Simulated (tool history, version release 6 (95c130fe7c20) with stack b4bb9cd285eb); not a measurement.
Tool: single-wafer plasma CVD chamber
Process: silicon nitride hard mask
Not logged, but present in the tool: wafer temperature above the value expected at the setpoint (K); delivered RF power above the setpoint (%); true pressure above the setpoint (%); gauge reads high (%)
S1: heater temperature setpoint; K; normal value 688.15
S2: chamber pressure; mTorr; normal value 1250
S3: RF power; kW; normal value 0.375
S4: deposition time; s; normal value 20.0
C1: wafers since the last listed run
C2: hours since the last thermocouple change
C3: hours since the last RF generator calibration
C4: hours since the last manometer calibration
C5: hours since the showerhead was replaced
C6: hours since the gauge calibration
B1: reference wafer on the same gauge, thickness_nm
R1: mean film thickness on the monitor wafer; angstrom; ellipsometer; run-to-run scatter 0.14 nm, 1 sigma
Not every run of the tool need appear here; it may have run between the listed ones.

| run | hour | S1 | S2 | S3 | S4 | C1 | C2 | C3 | C4 | C5 | C6 | B1 | R1 |
|---|---|---|---|---|---|---|---|---|---|---|---|---|---|
| 1 | 0.0 | 679.15 | 1250 | 0.375 | 20.0 | 0 | 2426.2 | 840.6 | 2177.6 | 4940.8 | 102.2 | 25.445 | 272.78 |
| 2 | 21.6 | 679.15 | 1250 | 0.375 | 20.0 | 646 | 2447.8 | 862.2 | 2199.2 | 4962.4 | 123.8 | 25.445 | 266.62 |
| 3 | 48.9 | 688.15 | 1250 | 0.375 | 20.0 | 817 | 2475.1 | 889.5 | 2226.5 | 4989.7 | 151.1 | 25.352 | 264.48 |
| 4 | 82.3 | 688.15 | 1250 | 0.375 | 20.0 | 999 | 2508.5 | 922.9 | 2259.9 | 5023.1 | 184.5 | 25.339 | 266.88 |
| 5 | 94.4 | 688.15 | 1250 | 0.375 | 20.0 | 362 | 2520.6 | 935.0 | 2272.0 | 5035.2 | 196.6 | 25.319 | 268.25 |
| 6 | 110.3 | 684.15 | 1250 | 0.350 | 20.0 | 475 | 2536.5 | 950.9 | 2287.9 | 5051.1 | 212.5 | 25.296 | 250.98 |
| 7 | 126.3 | 688.15 | 1440 | 0.435 | 20.0 | 478 | 2552.5 | 966.9 | 2303.9 | 5067.1 | 228.5 | 25.319 | 316.52 |
|  | 203.9 | capacitance manometer re-zeroed and calibrated |
| 8 | 219.3 | 688.15 | 1440 | 0.435 | 20.0 | 2544 | 2645.5 | 1059.9 | 15.4 | 5160.1 | 321.5 | 25.195 | 314.82 |
|  | 235.2 | RF generator calibrated |
| 9 | 239.3 | 688.15 | 1440 | 0.435 | 20.0 | 359 | 2665.5 | 4.1 | 35.4 | 5180.1 | 341.5 | 25.165 | 316.14 |
|  | 262.8 | showerhead replaced |
| 10 | 263.3 | 698.15 | 1250 | 0.375 | 18.3 | 478 | 2689.5 | 28.1 | 59.4 | 0.5 | 365.5 | 25.173 | 241.57 |
| 11 | 281.9 | 688.15 | 1250 | 0.375 | 20.0 | 556 | 2708.1 | 46.7 | 78.0 | 19.1 | 384.1 | 25.149 | 263.30 |
| 12 | 305.0 | 688.15 | 1250 | 0.375 | 20.0 | 691 | 2731.2 | 69.8 | 101.1 | 42.2 | 407.2 | 25.147 | 267.12 |
| 13 | 321.4 | 688.15 | 1440 | 0.435 | 20.0 | 490 | 2747.6 | 86.2 | 117.5 | 58.6 | 423.6 | 25.117 | 314.99 |
| 14 | 333.4 | 688.15 | 1250 | 0.375 | 20.0 | 359 | 2759.6 | 98.2 | 129.5 | 70.6 | 435.6 | 25.063 | 264.55 |
|  | 336.7 | gauge calibrated |
| 15 | 359.1 | 697.15 | 1250 | 0.415 | 17.5 | 769 | 2785.3 | 123.9 | 155.2 | 96.3 | 22.4 | 25.518 | 254.79 |
|  | 373.9 | thermocouple changed; heater temperature recalibrated |
| 16 | 382.1 | 695.15 | 1490 | 0.325 | 20.0 | 449 | 8.2 | 146.9 | 178.2 | 119.3 | 45.4 | 25.486 | 251.66 |
| 17 | 405.6 | 688.15 | 1250 | 0.345 | 20.0 | 703 | 31.7 | 170.4 | 201.7 | 142.8 | 68.9 | 25.465 | 250.19 |
| 18 | 431.2 | 688.15 | 970 | 0.320 | 22.9 | 766 | 57.3 | 196.0 | 227.3 | 168.4 | 94.5 | 25.387 | 237.27 |
| 19 | 451.2 | 702.15 | 1010 | 0.405 | 23.5 | 598 | 77.3 | 216.0 | 247.3 | 188.4 | 114.5 | 25.400 | 306.62 |
| 20 | 477.9 | 684.15 | 1450 | 0.330 | 16.2 | 799 | 104.0 | 242.7 | 274.0 | 215.1 | 141.2 | 25.347 | 204.35 |
| 21 | 491.3 | 688.15 | 1250 | 0.400 | 17.8 | 401 | 117.4 | 256.1 | 287.4 | 228.5 | 154.6 | 25.383 | 253.70 |

Below are 4 alternative next runs, each starting from the tool's condition after run 21. Predict each:
| A | 491.7 | 688.15 | 1250 | 0.375 | 18.2 | 11 | 117.8 | 256.5 | 287.8 | 228.9 | 155.0 | ? | ? |
| B | 491.7 | 676.15 | 1130 | 0.335 | 23.9 | 11 | 117.8 | 256.5 | 287.8 | 228.9 | 155.0 | ? | ? |
| C | 491.7 | 684.15 | 1440 | 0.375 | 20.0 | 11 | 117.8 | 256.5 | 287.8 | 228.9 | 155.0 | ? | ? |
| D | 491.7 | 688.15 | 1540 | 0.375 | 17.8 | 11 | 117.8 | 256.5 | 287.8 | 228.9 | 155.0 | ? | ? |

| run | B1 | R1 |
|---|---|---|
| A | 25.393 | 242.61 |
| B | 25.393 | 276.77 |
| C | 25.393 | 281.47 |
| D | 25.393 | 256.12 |
The same runs, with their run-to-run variation unchanged, on a tool lacking any hidden condition would have given:
| run | R1 |
|---|---|
| A | 244.75 |
| B | 279.20 |
| C | 283.95 |
| D | 258.38 |
